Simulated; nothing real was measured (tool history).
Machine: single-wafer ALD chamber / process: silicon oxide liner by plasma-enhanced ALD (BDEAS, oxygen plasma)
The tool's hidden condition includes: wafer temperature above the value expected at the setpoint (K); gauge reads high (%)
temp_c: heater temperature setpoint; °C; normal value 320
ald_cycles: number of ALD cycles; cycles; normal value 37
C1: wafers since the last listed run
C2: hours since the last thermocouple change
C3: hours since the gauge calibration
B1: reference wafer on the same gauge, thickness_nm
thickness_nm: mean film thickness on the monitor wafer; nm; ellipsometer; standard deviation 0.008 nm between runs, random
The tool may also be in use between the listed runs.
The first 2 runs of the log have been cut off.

run 3 hour=29.7 | temp_c=320 ald_cycles=37 | C1=153 C2=2383.6 C3=173.9 | B1=3.541 | thickness_nm=3.216
run 4 hour=42.8 | temp_c=312 ald_cycles=37 | C1=158 C2=2396.7 C3=187 | B1=3.539 | thickness_nm=3.264
run 5 hour=60.5 | temp_c=320 ald_cycles=37 | C1=213 C2=2414.4 C3=204.7 | B1=3.538 | thickness_nm=3.217
run 6 hour=70.3 | temp_c=320 ald_cycles=37 | C1=118 C2=2424.2 C3=214.5 | B1=3.54 | thickness_nm=3.227
run 7 hour=80 | temp_c=320 ald_cycles=41 | C1=116 C2=2433.9 C3=224.2 | B1=3.544 | thickness_nm=3.562
run 8 hour=89.3 | temp_c=320 ald_cycles=41 | C1=112 C2=2443.2 C3=233.5 | B1=3.548 | thickness_nm=3.586
run 9 hour=103.4 | temp_c=316 ald_cycles=37 | C1=170 C2=2457.3 C3=247.6 | B1=3.545 | thickness_nm=3.249
run 10 hour=113.4 | temp_c=316 ald_cycles=37 | C1=120 C2=2467.3 C3=257.6 | B1=3.553 | thickness_nm=3.26
run 11 hour=129.9 | temp_c=320 ald_cycles=37 | C1=199 C2=2483.8 C3=274.1 | B1=3.549 | thickness_nm=3.24
run 12 hour=147.2 | temp_c=320 ald_cycles=37 | C1=208 C2=2501.1 C3=291.4 | B1=3.559 | thickness_nm=3.248
-- hour=165.6 thermocouple changed; heater temperature recalibrated
run 13 hour=166.1 | temp_c=320 ald_cycles=37 | C1=131 C2=0.5 C3=310.3 | B1=3.558 | thickness_nm=3.245
run 14 hour=166.5 | temp_c=320 ald_cycles=37 | C1=4 C2=0.9 C3=310.7 | B1=3.556 | thickness_nm=3.245
run 15 hour=171.7 | temp_c=320 ald_cycles=37 | C1=62 C2=6.1 C3=315.9 | B1=3.559 | thickness_nm=3.231
run 16 hour=184.3 | temp_c=320 ald_cycles=40 | C1=151 C2=18.7 C3=328.5 | B1=3.563 | thickness_nm=3.522
run 17 hour=200.6 | temp_c=320 ald_cycles=33 | C1=196 C2=35 C3=344.8 | B1=3.565 | thickness_nm=2.897
run 18 hour=217.8 | temp_c=320 ald_cycles=33 | C1=207 C2=52.2 C3=362 | B1=3.571 | thickness_nm=2.901
run 19 hour=231.2 | temp_c=320 ald_cycles=37 | C1=161 C2=65.6 C3=375.4 | B1=3.574 | thickness_nm=3.249
run 20 hour=239.4 | temp_c=320 ald_cycles=37 | C1=98 C2=73.8 C3=383.6 | B1=3.57 | thickness_nm=3.248
run 21 hour=249.5 | temp_c=320 ald_cycles=37 | C1=121 C2=83.9 C3=393.7 | B1=3.577 | thickness_nm=3.261
run 22 hour=259.9 | temp_c=330 ald_cycles=34 | C1=125 C2=94.3 C3=404.1 | B1=3.582 | thickness_nm=2.961
run 23 hour=272.6 | temp_c=312 ald_cycles=30 | C1=153 C2=107 C3=416.8 | B1=3.584 | thickness_nm=2.675
run 24 hour=289.2 | temp_c=308 ald_cycles=33 | C1=200 C2=123.6 C3=433.4 | B1=3.591 | thickness_nm=2.963
-- hour=306.5 gauge calibrated
run 25 hour=306.9 | temp_c=320 ald_cycles=32 | C1=213 C2=141.3 C3=0.4 | B1=3.53 | thickness_nm=2.795
run 26 hour=324 | temp_c=320 ald_cycles=37 | C1=206 C2=158.4 C3=17.5 | B1=3.532 | thickness_nm=3.213

Run 27, settings as shown, results not yet in. Your forecast:
run 27 hour=334.9 | temp_c=313 ald_cycles=42 | C1=131 C2=169.3 C3=28.4 | B1=? | thickness_nm=?

Run 27 gave B1 3.527, thickness_nm 3.669 nm.
On a tool with no hidden condition, and with the same random variation, this run would have come out at thickness_nm 3.668 nm.
